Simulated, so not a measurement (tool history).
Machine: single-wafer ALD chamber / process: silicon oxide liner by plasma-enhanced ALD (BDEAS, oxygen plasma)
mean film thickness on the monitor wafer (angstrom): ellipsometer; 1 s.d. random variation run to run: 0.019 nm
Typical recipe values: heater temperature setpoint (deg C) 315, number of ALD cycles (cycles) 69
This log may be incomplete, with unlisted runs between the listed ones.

run   hour  heater temperature setpoint (deg C)  number of ALD cycles (cycles)  read-back reference wafer on the same gauge, thickness_nm  mean film thickness on the monitor wafer (angstrom)
  1    0.0                                  303                             61                                                      5.279                                                50.91
  2   18.3                                  303                             61                                                      5.276                                                50.66
  3  122.8                                  315                             69                                                      5.273                                                56.47
  4  177.7                                  315                             69                                                      5.281                                                56.38
  5  195.3                                  315                             69                                                      5.282                                                56.23
  6  230.8                                  315                             69                                                      5.286                                                56.55
     254.8  -- thermocouple changed; heater temperature recalibrated
  7  255.3                                  315                             69                                                      5.283                                                56.28
  8  262.7                                  315                             69                                                      5.283                                                55.99
  9  285.0                                  305                             57                                                      5.278                                                47.26
 10  308.5                                  310                             55                                                      5.284                                                45.17
     324.2  -- gauge calibrated
 11  406.9                                  308                             75                                                      5.273                                                62.40
 12  431.0                                  315                             69                                                      5.285                                                56.39
 13  455.0                                  315                             69                                                      5.275                                                56.16
 14  486.4                                  319                             69                                                      5.282                                                55.72
 15  501.6                                  326                             57                                                      5.277                                                45.53
 16  514.6                                  330                             63                                                      5.283                                                50.05

Predict each of these 4 candidate next runs independently; none follows another, all start after run 16:
  A  515.1                                  315                             69                                                          ?                                                    ?
  B  515.1                                  306                             77                                                          ?                                                    ?
  C  515.1                                  329                             81                                                          ?                                                    ?
  D  515.1                                  327                             62                                                          ?                                                    ?

run  read-back reference wafer on the same gauge, thickness_nm  mean film thickness on the monitor wafer (angstrom)
  A                                                      5.277                                                56.26
  B                                                      5.277                                                63.71
  C                                                      5.277                                                64.54
  D                                                      5.277                                                49.57
Without the tool's unlogged condition, the same runs would have read:
run  mean film thickness on the monitor wafer (angstrom)
  A                                                56.26
  B                                                63.71
  C                                                64.54
  D                                                49.57
